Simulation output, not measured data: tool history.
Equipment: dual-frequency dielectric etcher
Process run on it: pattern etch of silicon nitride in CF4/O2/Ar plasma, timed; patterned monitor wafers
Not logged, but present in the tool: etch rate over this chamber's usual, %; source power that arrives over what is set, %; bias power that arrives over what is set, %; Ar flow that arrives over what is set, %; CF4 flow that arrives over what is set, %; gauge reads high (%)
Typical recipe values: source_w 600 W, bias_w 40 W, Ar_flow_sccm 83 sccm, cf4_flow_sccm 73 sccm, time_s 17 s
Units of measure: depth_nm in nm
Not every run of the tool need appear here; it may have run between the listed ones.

run   hour  source_w  bias_w  Ar_flow_sccm  cf4_flow_sccm  time_s  wafers since the last listed run  hours since the last wet clean  hours since the last source power generator calibration  hours since the last bias power generator calibration  hours since the last Ar flow controller change  hours since the last CF4 flow controller change  hours since the last upper electrode change  hours since the gauge calibration  read-back reference wafer on the same gauge, depth_nm  depth_nm
  1      0       640      35            75             66      17                                 0                             4.9                                                   4701.6                                                 1698.1                                          3704.2                                             42.7                                        265.7                              192.9                                                  31.39     37.57
  2   25.8       470      40            83             73      17                               432                            30.7                                                   4727.4                                                 1723.9                                            3730                                             68.5                                        291.5                              218.7                                                  31.39     31.28
  3   48.6       600      40            83             73      17                               381                            53.5                                                   4750.2                                                 1746.7                                          3752.8                                             91.3                                        314.3                              241.5                                                  31.41     37.92
      75.8  -- source power generator calibrated
      85.7  -- Ar flow controller replaced
  4   86.2       600      40            83             73    21.5                               462                            91.1                                                     10.4                                                 1784.3                                             0.5                                            128.9                                        351.9                              279.1                                                   31.4     46.42
  5  103.9       600      36            83             73      17                               296                           108.8                                                     28.1                                                   1802                                            18.2                                            146.6                                        369.6                              296.8                                                  31.38     34.93
     125.8  -- bias power generator calibrated
  6  137.5       750      40            63             86    21.5                               495                           142.4                                                     61.7                                                   11.7                                            51.8                                            180.2                                        403.2                              330.4                                                  31.38     58.94
  7    153       600      40            83             73      17                               259                           157.9                                                     77.2                                                   27.2                                            67.3                                            195.7                                        418.7                              345.9                                                   31.4     36.43
  8  173.3       460      33            83             73      19                               340                           178.2                                                     97.5                                                   47.5                                            87.6                                              216                                          439                              366.2                                                  31.38     29.91
  9  195.5       600      50            83             73    15.5                               371                           200.4                                                    119.7                                                   69.7                                           109.8                                            238.2                                        461.2                              388.4                                                  31.39     36.75
 10  210.8       600      40            63             73      20                               256                           215.7                                                      135                                                     85                                           125.1                                            253.5                                        476.5                              403.7                                                   31.4      44.3
 11  227.5       520      50            83             73      17                               279                           232.4                                                    151.7                                                  101.7                                           141.8                                            270.2                                        493.2                              420.4                                                   31.4     36.03
 12  242.3       470      40            83             73      17                               247                           247.2                                                    166.5                                                  116.5                                           156.6                                              285                                          508                              435.2                                                  31.41     29.81
 13  268.3       640      40            83             73      17                               435                           273.2                                                    192.5                                                  142.5                                           182.6                                              311                                          534                              461.2                                                   31.4     38.06
 14  307.1       740      40            83             73      17                               650                             312                                                    231.3                                                  181.3                                           221.4                                            349.8                                        572.8                                500                                                  31.41     42.85
 15  340.6       600      40            83             73      17                               561                           345.5                                                    264.8                                                  214.8                                           254.9                                            383.3                                        606.3                              533.5                                                  31.41      36.1
 16  356.6       600      40            83             73    18.5                               268                           361.5                                                    280.8                                                  230.8                                           270.9                                            399.3                                        622.3                              549.5                                                  31.39     39.03
 17  380.5       600      40            96             73    19.5                               400                           385.4                                                    304.7                                                  254.7                                           294.8                                            423.2                                        646.2                              573.4                                                  31.39     40.27
 18  410.6       600      50            90             65      14                               504                           415.5                                                    334.8                                                  284.8                                           324.9                                            453.3                                        676.3                              603.5                                                   31.4        32
 19  442.2       600      40            83             73      17                               529                           447.1                                                    366.4                                                  316.4                                           356.5                                            484.9                                        707.9                              635.1                                                   31.4     35.88
       475  -- wet clean of the chamber
 20  475.5       600      40            83             73      17                               155                             0.5                                                    399.7                                                  349.7                                           389.8                                            518.2                                        741.2                              668.4                                                  31.41     36.97

Hidden condition of the tool, last listed run before each entry between runs versus first listed run after:
Run 3 -> run 4: source power generator calibrated (hour 75.8); Ar flow controller replaced (hour 85.7)
  etch rate over this chamber's usual, %: -0.152 -> -0.391; source power that arrives over what is set, %: 5.09 -> 0.739
  what was measured, less what the result would be without the hidden state, depth_nm: +1.44 -> +0.09 nm
Run 5 -> run 6: bias power generator calibrated (hour 125.8)
  etch rate over this chamber's usual, %: -0.503 -> -0.717; source power that arrives over what is set, %: 0.739 -> 0.74
  what was measured, less what the result would be without the hidden state, depth_nm: +0.03 -> -0.06 nm
Run 19 -> run 20: wet clean of the chamber (hour 475)
  etch rate over this chamber's usual, %: -2.65 -> 0.443; source power that arrives over what is set, %: 0.768 -> 0.774
  what was measured, less what the result would be without the hidden state, depth_nm: -0.75 -> +0.4 nm

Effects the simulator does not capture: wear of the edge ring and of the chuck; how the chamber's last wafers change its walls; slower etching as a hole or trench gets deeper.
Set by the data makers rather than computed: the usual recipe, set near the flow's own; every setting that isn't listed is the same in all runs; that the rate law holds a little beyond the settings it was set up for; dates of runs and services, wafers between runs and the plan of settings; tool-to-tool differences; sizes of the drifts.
